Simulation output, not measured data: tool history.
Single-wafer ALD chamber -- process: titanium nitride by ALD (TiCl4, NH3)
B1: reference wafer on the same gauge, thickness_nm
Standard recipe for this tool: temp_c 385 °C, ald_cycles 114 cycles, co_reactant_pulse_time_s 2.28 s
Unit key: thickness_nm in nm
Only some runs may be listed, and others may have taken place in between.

run 1 hour=0 | temp_c=385 ald_cycles=102 co_reactant_pulse_time_s=1.6 | B1=2.058 | thickness_nm=2.122
run 2 hour=15.7 | temp_c=385 ald_cycles=102 co_reactant_pulse_time_s=1.6 | B1=2.056 | thickness_nm=2.128
run 3 hour=30.5 | temp_c=385 ald_cycles=102 co_reactant_pulse_time_s=1.6 | B1=2.054 | thickness_nm=2.121
run 4 hour=39.9 | temp_c=385 ald_cycles=114 co_reactant_pulse_time_s=2.28 | B1=2.055 | thickness_nm=2.474
run 5 hour=46.4 | temp_c=374 ald_cycles=114 co_reactant_pulse_time_s=2.28 | B1=2.055 | thickness_nm=2.453
run 6 hour=62.6 | temp_c=374 ald_cycles=114 co_reactant_pulse_time_s=2.28 | B1=2.052 | thickness_nm=2.444
run 7 hour=69.4 | temp_c=374 ald_cycles=114 co_reactant_pulse_time_s=2.28 | B1=2.051 | thickness_nm=2.452
-- hour=90.2 thermocouple changed; heater temperature recalibrated
run 8 hour=105.9 | temp_c=385 ald_cycles=114 co_reactant_pulse_time_s=2.28 | B1=2.047 | thickness_nm=2.46

What does the tool deliver on the next run?
run 9 hour=114.3 | temp_c=385 ald_cycles=114 co_reactant_pulse_time_s=2.28 | B1=? | thickness_nm=?

Run 9 yielded B1 2.045, thickness_nm 2.473 nm.
Were there no unlogged condition in the tool, this run, its random variation unchanged, would have produced thickness_nm 2.49 nm.
